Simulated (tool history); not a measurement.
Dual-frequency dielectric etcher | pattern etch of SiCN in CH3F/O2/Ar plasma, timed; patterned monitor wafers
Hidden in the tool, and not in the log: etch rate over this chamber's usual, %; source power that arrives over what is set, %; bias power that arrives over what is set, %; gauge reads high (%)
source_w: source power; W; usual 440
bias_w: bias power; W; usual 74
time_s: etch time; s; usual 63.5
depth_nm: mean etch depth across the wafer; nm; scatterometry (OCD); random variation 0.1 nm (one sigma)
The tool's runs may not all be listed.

run,hour,source_w,bias_w,time_s,wafers since the last listed run,hours since the last wet clean,hours since the last source power generator calibration,hours since the last bias power generator calibration,hours since the last upper electrode change,hours since the gauge calibration,"read-back reference wafer on the same gauge, depth_nm",depth_nm
1,0.0,440,81,63.5,0,229.6,3370.4,2837.1,3640.5,2.8,28.90,27.40
2,12.9,440,81,63.5,111,242.5,3383.3,2850.0,3653.4,15.7,28.91,27.56
3,21.1,440,81,63.5,71,250.7,3391.5,2858.2,3661.6,23.9,28.89,27.69
4,34.9,440,60,63.5,119,264.5,3405.3,2872.0,3675.4,37.7,28.90,24.05
5,44.4,440,74,63.5,82,274.0,3414.8,2881.5,3684.9,47.2,28.89,26.67
6,62.1,440,74,63.5,153,291.7,3432.5,2899.2,3702.6,64.9,28.90,26.59
7,76.2,440,74,63.5,122,305.8,3446.6,2913.3,3716.7,79.0,28.94,26.47
8,89.0,440,74,59.5,110,318.6,3459.4,2926.1,3729.5,91.8,28.90,24.97
# hour 115.7: upper electrode replaced
9,116.2,440,74,59.5,27,345.8,3486.6,2953.3,0.5,119.0,28.91,25.04
10,116.6,440,67,53.5,0,346.2,3487.0,2953.7,0.9,119.4,28.89,21.42
# hour 140.3: wet clean of the chamber
11,140.8,440,67,53.5,4,0.5,3511.2,2977.9,25.1,143.6,28.90,20.63
# hour 153.7: source power generator calibrated
12,154.2,360,88,63.5,81,13.9,0.5,2991.3,38.5,157.0,28.91,25.40
13,161.1,440,65,75.0,59,20.8,7.4,2998.2,45.4,163.9,28.91,28.71
14,172.5,440,74,63.5,98,32.2,18.8,3009.6,56.8,175.3,28.91,25.71
# hour 172.8: gauge calibrated
15,180.4,440,80,57.0,68,40.1,26.7,3017.5,64.7,7.6,28.91,23.86
16,196.2,340,64,75.5,136,55.9,42.5,3033.3,80.5,23.4,28.93,25.72
# hour 202.8: bias power generator calibrated
17,207.6,500,66,82.5,64,67.3,53.9,4.8,91.9,34.8,28.88,33.64
18,224.7,540,64,52.0,148,84.4,71.0,21.9,109.0,51.9,28.90,21.80
19,240.7,400,60,48.5,138,100.4,87.0,37.9,125.0,67.9,28.91,17.29
20,258.7,440,74,63.5,155,118.4,105.0,55.9,143.0,85.9,28.91,26.05
21,265.5,360,64,63.5,58,125.2,111.8,62.7,149.8,92.7,28.87,22.26
22,281.9,380,74,45.0,142,141.6,128.2,79.1,166.2,109.1,28.89,17.43

Hidden state or all else? Some run-to-run changes of depth_nm, split into what the settings, what came in and random variation would give without the hidden state, and what is left for the hidden state (with any gauge scatter that isn't in both results):
Run 9 -> 10: bias_w 74 -> 67, time_s 59.5 -> 53.5. depth_nm -3.62 nm: hidden state -0.16, all else -3.46.
Run 10 -> 11: wet clean of the chamber. depth_nm -0.79 nm: hidden state -0.92, all else +0.13.
Run 17 -> 18: source_w 500 -> 540, bias_w 66 -> 64, time_s 82.5 -> 52.0. depth_nm -11.84 nm: hidden state -0.05, all else -11.79.
Run 19 -> 20: source_w 400 -> 440, bias_w 60 -> 74, time_s 48.5 -> 63.5. depth_nm +8.76 nm: hidden state +0.16, all else +8.60.
